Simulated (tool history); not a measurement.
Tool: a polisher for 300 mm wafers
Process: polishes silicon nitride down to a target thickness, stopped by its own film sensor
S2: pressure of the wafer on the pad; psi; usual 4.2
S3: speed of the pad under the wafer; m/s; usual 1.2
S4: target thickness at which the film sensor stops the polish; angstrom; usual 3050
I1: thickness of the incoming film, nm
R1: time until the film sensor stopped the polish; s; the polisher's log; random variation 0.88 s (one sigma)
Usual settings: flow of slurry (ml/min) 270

run 1 hour=0 | flow_of_slurry_(ml/min)=240 S2=4.2 S3=1.2 S4=3050 | I1=473.7 | R1=84.7
run 2 hour=27.2 | flow_of_slurry_(ml/min)=270 S2=4.2 S3=1.44 S4=3050 | I1=474.8 | R1=74
run 3 hour=81.7 | flow_of_slurry_(ml/min)=270 S2=4.2 S3=1.44 S4=3050 | I1=467.5 | R1=70.9
run 4 hour=110.7 | flow_of_slurry_(ml/min)=270 S2=4.2 S3=1.2 S4=3050 | I1=470.2 | R1=84.4
run 5 hour=144.2 | flow_of_slurry_(ml/min)=270 S2=4.2 S3=1.2 S4=3050 | I1=473.4 | R1=82.7
run 6 hour=186.9 | flow_of_slurry_(ml/min)=270 S2=4.2 S3=1.2 S4=3050 | I1=471.6 | R1=84.6
run 7 hour=232.8 | flow_of_slurry_(ml/min)=270 S2=4.2 S3=1.2 S4=2660 | I1=462.9 | R1=100.1
run 8 hour=276.3 | flow_of_slurry_(ml/min)=270 S2=4.2 S3=1.2 S4=3050 | I1=466.2 | R1=82.5
run 9 hour=320.6 | flow_of_slurry_(ml/min)=270 S2=4.2 S3=1.2 S4=3050 | I1=472.4 | R1=83.6
run 10 hour=347.3 | flow_of_slurry_(ml/min)=270 S2=4.2 S3=1.2 S4=3050 | I1=467.1 | R1=82.1
run 11 hour=377.3 | flow_of_slurry_(ml/min)=270 S2=4.2 S3=1.2 S4=3260 | I1=476.4 | R1=77.9
run 12 hour=422.7 | flow_of_slurry_(ml/min)=270 S2=4.2 S3=1.2 S4=3260 | I1=468.9 | R1=73.5
run 13 hour=457.8 | flow_of_slurry_(ml/min)=270 S2=4.2 S3=1.2 S4=3260 | I1=464 | R1=72.4
run 14 hour=515.5 | flow_of_slurry_(ml/min)=270 S2=4.2 S3=1.2 S4=3050 | I1=475.3 | R1=85.8
run 15 hour=561.5 | flow_of_slurry_(ml/min)=270 S2=4.2 S3=1.38 S4=3390 | I1=470.4 | R1=58.9
run 16 hour=622.3 | flow_of_slurry_(ml/min)=270 S2=4.2 S3=1.06 S4=3050 | I1=470.3 | R1=90.2
run 17 hour=675.7 | flow_of_slurry_(ml/min)=205 S2=4.2 S3=0.86 S4=3050 | I1=475 | R1=124.1
run 18 hour=736 | flow_of_slurry_(ml/min)=270 S2=4.2 S3=1.58 S4=3230 | I1=460.8 | R1=54.8
run 19 hour=780.7 | flow_of_slurry_(ml/min)=355 S2=4.2 S3=1.42 S4=3560 | I1=470.1 | R1=48.5
run 20 hour=848 | flow_of_slurry_(ml/min)=310 S2=3.1 S3=0.96 S4=3260 | I1=470.6 | R1=123.6
run 21 hour=899.3 | flow_of_slurry_(ml/min)=235 S2=4.2 S3=1.2 S4=3050 | I1=466.6 | R1=86.5
run 22 hour=951.9 | flow_of_slurry_(ml/min)=220 S2=5.2 S3=1.42 S4=3240 | I1=469.3 | R1=51
run 23 hour=1016 | flow_of_slurry_(ml/min)=220 S2=4.2 S3=1.2 S4=3050 | I1=466.8 | R1=83.7
run 24 hour=1066.3 | flow_of_slurry_(ml/min)=270 S2=4.2 S3=1.2 S4=2700 | I1=465.1 | R1=97.7
run 25 hour=1105.3 | flow_of_slurry_(ml/min)=345 S2=4.8 S3=0.88 S4=3050 | I1=471.8 | R1=99.4
run 26 hour=1157.2 | flow_of_slurry_(ml/min)=220 S2=5.5 S3=1.2 S4=3050 | I1=473.8 | R1=69.5
run 27 hour=1198.5 | flow_of_slurry_(ml/min)=270 S2=4.2 S3=1.2 S4=3050 | I1=474.6 | R1=85.9
run 28 hour=1265.9 | flow_of_slurry_(ml/min)=195 S2=3.2 S3=1.36 S4=3050 | I1=466 | R1=98.4
run 29 hour=1331.9 | flow_of_slurry_(ml/min)=340 S2=3.4 S3=1.2 S4=3050 | I1=476.9 | R1=105
run 30 hour=1357.1 | flow_of_slurry_(ml/min)=270 S2=3.8 S3=1.52 S4=3050 | I1=478.2 | R1=79.2
run 31 hour=1423.2 | flow_of_slurry_(ml/min)=270 S2=4.2 S3=1.2 S4=3050 | I1=474 | R1=89.8
run 32 hour=1491.8 | flow_of_slurry_(ml/min)=225 S2=5.2 S3=1.2 S4=3050 | I1=470.9 | R1=75
run 33 hour=1548.9 | flow_of_slurry_(ml/min)=270 S2=4.8 S3=1.06 S4=3050 | I1=477.5 | R1=84.5
run 34 hour=1601.1 | flow_of_slurry_(ml/min)=205 S2=3.5 S3=1.6 S4=3270 | I1=465.9 | R1=65.3
run 35 hour=1711.8 | flow_of_slurry_(ml/min)=205 S2=4.2 S3=1.2 S4=3050 | I1=467.8 | R1=87.1
run 36 hour=1755.2 | flow_of_slurry_(ml/min)=220 S2=4.6 S3=1.56 S4=2490 | I1=472.4 | R1=84.7
run 37 hour=1804.2 | flow_of_slurry_(ml/min)=235 S2=2.9 S3=1.34 S4=3380 | I1=468.6 | R1=85.7
run 38 hour=2004 | flow_of_slurry_(ml/min)=270 S2=4.2 S3=1.2 S4=3050 | I1=469.4 | R1=81.4

Not shown: 10 entries that the log had between the listed runs. Between which runs, and how does the tool's hidden state differ before and after?
Between runs 6 and 7: worn pad replaced by a new one (hour 228.9)
  slurry flow missing at the pad, %: 24.4 -> 28
  measured less the result without the state, R1: +1.8 -> +2.5 s
Between runs 13 and 14: slurry nozzle cleaned (hour 479.2)
  slurry flow missing at the pad, %: 45.9 -> 6.28
  measured less the result without the state, R1: +3.6 -> +0.4 s
Between runs 16 and 17: worn pad replaced by a new one, of another model than before (hour 659)
  slurry flow missing at the pad, %: 14.8 -> 19
  measured less the result without the state, R1: +1.1 -> +3.7 s
Between runs 18 and 19: head pressure recalibrated (hour 765.4)
  slurry flow missing at the pad, %: 23.8 -> 27.4
  measured less the result without the state, R1: +1.7 -> +1.4 s
Between runs 21 and 22: slurry nozzle cleaned (hour 943.9)
  slurry flow missing at the pad, %: 36.8 -> 2.92
  measured less the result without the state, R1: +5.4 -> +0.2 s
Between runs 26 and 27: worn pad replaced by a new one (hour 1189.3)
  slurry flow missing at the pad, %: 19.2 -> 22.5
  measured less the result without the state, R1: +1.9 -> +2.4 s
Between runs 32 and 33: slurry nozzle cleaned (hour 1514.2); head pressure recalibrated (hour 1530.1)
  slurry flow missing at the pad, %: 45.8 -> 5.59
  measured less the result without the state, R1: +6.9 -> +0.5 s
Between runs 34 and 35: worn pad replaced by a new one (hour 1663.3)
  slurry flow missing at the pad, %: 9.74 -> 18.5
  measured less the result without the state, R1: +0.9 -> +2.5 s
Between runs 37 and 38: slurry nozzle cleaned (hour 1992.8)
  slurry flow missing at the pad, %: 25.9 -> 3.36
  measured less the result without the state, R1: +3.3 -> +0.3 s
